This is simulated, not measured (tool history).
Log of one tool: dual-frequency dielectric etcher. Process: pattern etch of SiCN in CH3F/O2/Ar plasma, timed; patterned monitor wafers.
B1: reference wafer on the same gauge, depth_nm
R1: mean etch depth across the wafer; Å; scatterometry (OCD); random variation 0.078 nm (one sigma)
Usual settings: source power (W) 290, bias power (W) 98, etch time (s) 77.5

Run 1, hour 0.0: usual settings but bias power (W) 116; B1 24.51. Result: R1 312.3 Å.
At hour 31.4: bias power generator calibrated.
Run 2, hour 39.5: usual settings but bias power (W) 116; B1 24.51. Result: R1 307.6 Å.
Run 3, hour 95.4: usual settings; B1 24.51. Result: R1 293.6 Å.
Run 4, hour 158.9: usual settings; B1 24.51. Result: R1 295.3 Å.
Run 5, hour 232.0: usual settings; B1 24.50. Result: R1 297.0 Å.
At hour 262.2: gauge calibrated.
At hour 308.0: wet clean of the chamber.
Run 6, hour 308.5: usual settings; B1 24.52. Result: R1 289.6 Å.
Run 7, hour 331.8: usual settings; B1 24.50. Result: R1 289.0 Å.
Run 8, hour 382.1: usual settings; B1 24.49. Result: R1 291.3 Å.
Run 9, hour 437.8: usual settings but source power (W) 240, bias power (W) 75, etch time (s) 56.5; B1 24.51. Result: R1 182.5 Å.
Run 10, hour 482.1: usual settings but source power (W) 220, bias power (W) 107, etch time (s) 94.5; B1 24.51. Result: R1 329.6 Å.
Run 11, hour 544.4: usual settings but source power (W) 340; B1 24.50. Result: R1 313.1 Å.
At hour 610.1: upper electrode replaced.
Run 12, hour 651.4: usual settings but bias power (W) 113, etch time (s) 94.0; B1 24.51. Result: R1 376.4 Å.
Run 13, hour 720.4: usual settings but source power (W) 320; B1 24.51. Result: R1 308.3 Å.
Run 14, hour 805.8: usual settings but etch time (s) 84.0; B1 24.51. Result: R1 324.9 Å.
At hour 845.8: wet clean of the chamber.
Run 15, hour 847.1: usual settings; B1 24.50. Result: R1 288.5 Å.
Run 16, hour 902.7: usual settings but etch time (s) 98.5; B1 24.49. Result: R1 369.5 Å.
Run 17, hour 947.2: usual settings but bias power (W) 92; B1 24.51. Result: R1 285.9 Å.
Run 18, hour 1004.4: usual settings but bias power (W) 110; B1 24.49. Result: R1 304.3 Å.
At hour 1021.8: source power generator calibrated.
Run 19, hour 1041.6: usual settings but source power (W) 350, bias power (W) 81; B1 24.51. Result: R1 299.0 Å.
Run 20, hour 1087.9: usual settings; B1 24.49. Result: R1 295.0 Å.
Run 21, hour 1185.1: usual settings but source power (W) 330, etch time (s) 86.5; B1 24.49. Result: R1 347.6 Å.
Run 22, hour 1259.6: usual settings but source power (W) 270, bias power (W) 78, etch time (s) 60.5; B1 24.51. Result: R1 210.8 Å.
Run 23, hour 1375.8: usual settings; B1 24.48. Result: R1 301.4 Å.
At hour 1443.2: wet clean of the chamber.
Run 24, hour 1443.7: usual settings but source power (W) 320, bias power (W) 80, etch time (s) 67.5; B1 24.53. Result: R1 246.7 Å.
Run 25, hour 1535.7: usual settings but source power (W) 340, bias power (W) 79; B1 24.49. Result: R1 289.9 Å.
Run 26, hour 1589.1: usual settings but source power (W) 320, bias power (W) 88; B1 24.48. Result: R1 293.4 Å.
Run 27, hour 1689.5: usual settings; B1 24.51. Result: R1 293.4 Å.
Run 28, hour 1774.8: usual settings but bias power (W) 119; B1 24.50. Result: R1 313.1 Å.

Run 29 comes next. What will it give?
Run 29, hour 1838.0: usual settings but bias power (W) 118, etch time (s) 96.0; B1 ?. Result: R1 ?.

{"run 29": {"B1": 24.5, "R1": 391.8}}
Without the tool's hidden state the same run would have given R1 379.3 Å.
